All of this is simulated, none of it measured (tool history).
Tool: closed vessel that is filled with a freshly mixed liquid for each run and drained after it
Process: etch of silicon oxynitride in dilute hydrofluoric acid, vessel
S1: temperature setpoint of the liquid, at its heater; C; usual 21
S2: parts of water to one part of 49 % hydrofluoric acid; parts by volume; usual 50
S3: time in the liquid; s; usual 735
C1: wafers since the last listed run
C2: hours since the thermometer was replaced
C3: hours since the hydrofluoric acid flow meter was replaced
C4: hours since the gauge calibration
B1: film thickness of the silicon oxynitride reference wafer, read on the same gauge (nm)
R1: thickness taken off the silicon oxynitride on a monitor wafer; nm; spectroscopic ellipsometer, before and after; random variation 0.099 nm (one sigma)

Run 1, hour 0: usual settings; C1 0; C2 406.1; C3 1299.6; C4 211; B1 130. Result: R1 30.95 nm.
Run 2, hour 97.5: usual settings; C1 3998; C2 503.6; C3 1397.1; C4 308.5; B1 129.99. Result: R1 30.8 nm.
Run 3, hour 147.6: usual settings but S1 18.5 C; C1 2054; C2 553.7; C3 1447.2; C4 358.6; B1 129.99. Result: R1 27.13 nm.
Run 4, hour 230.3: usual settings but S1 18.5 C; C1 3391; C2 636.4; C3 1529.9; C4 441.3; B1 130. Result: R1 26.92 nm.
Run 5, hour 316.1: usual settings; C1 3518; C2 722.2; C3 1615.7; C4 527.1; B1 130.01. Result: R1 30.47 nm.
Run 6, hour 381.5: usual settings; C1 2681; C2 787.6; C3 1681.1; C4 592.5; B1 130. Result: R1 30.39 nm.
Run 7, hour 432.5: usual settings; C1 2091; C2 838.6; C3 1732.1; C4 643.5; B1 129.98. Result: R1 30.43 nm.
At hour 458.7: hydrofluoric acid flow meter replaced.
Run 8, hour 533.5: usual settings but S1 18 C, S2 60 parts by volume, S3 565 s; C1 4100; C2 939.6; C3 74.8; C4 744.5; B1 129.99. Result: R1 17.82 nm.
At hour 575.7: thermometer replaced.
Run 9, hour 610.9: usual settings but S2 40 parts by volume, S3 1105 s; C1 3132; C2 35.2; C3 152.2; C4 821.9; B1 129.99. Result: R1 61.48 nm.
Run 10, hour 698.8: usual settings but S1 23.5 C, S2 65 parts by volume; C1 3604; C2 123.1; C3 240.1; C4 909.8; B1 129.99. Result: R1 27.82 nm.
Run 11, hour 788.9: usual settings; C1 3694; C2 213.2; C3 330.2; C4 999.9; B1 130. Result: R1 32.25 nm.
At hour 799.2: gauge calibrated.
Run 12, hour 894.6: usual settings but S1 23 C, S2 60 parts by volume, S3 570 s; C1 4334; C2 318.9; C3 435.9; C4 95.4; B1 130. Result: R1 22.7 nm.
Run 13, hour 951.2: usual settings but S1 18 C, S2 60 parts by volume, S3 565 s; C1 2320; C2 375.5; C3 492.5; C4 152; B1 129.99. Result: R1 17.49 nm.
Run 14, hour 1009.2: usual settings but S2 70 parts by volume, S3 910 s; C1 2378; C2 433.5; C3 550.5; C4 210; B1 130.01. Result: R1 27.8 nm.

Forecast each of these 4 alternatives for the next run:
Run A, hour 1010.1: usual settings but S2 70 parts by volume; C1 36; C2 434.4; C3 551.4; C4 210.9; B1 ?. Result: R1 ?.
Run B, hour 1010.1: usual settings but S3 485 s; C1 36; C2 434.4; C3 551.4; C4 210.9; B1 ?. Result: R1 ?.
Run C, hour 1010.1: usual settings but S1 24 C, S2 40 parts by volume; C1 36; C2 434.4; C3 551.4; C4 210.9; B1 ?. Result: R1 ?.
Run D, hour 1010.1: usual settings but S1 23.5 C, S2 75 parts by volume, S3 885 s; C1 36; C2 434.4; C3 551.4; C4 210.9; B1 ?. Result: R1 ?.

run      B1     R1
  A  129.98  22.63
  B  129.98  21.23
  C  129.98  47.01
  D  129.98  28.61
Without the tool's hidden state the same runs would have given:
run     R1
  A  23.17
  B  21.73
  C  48.11
  D   29.3
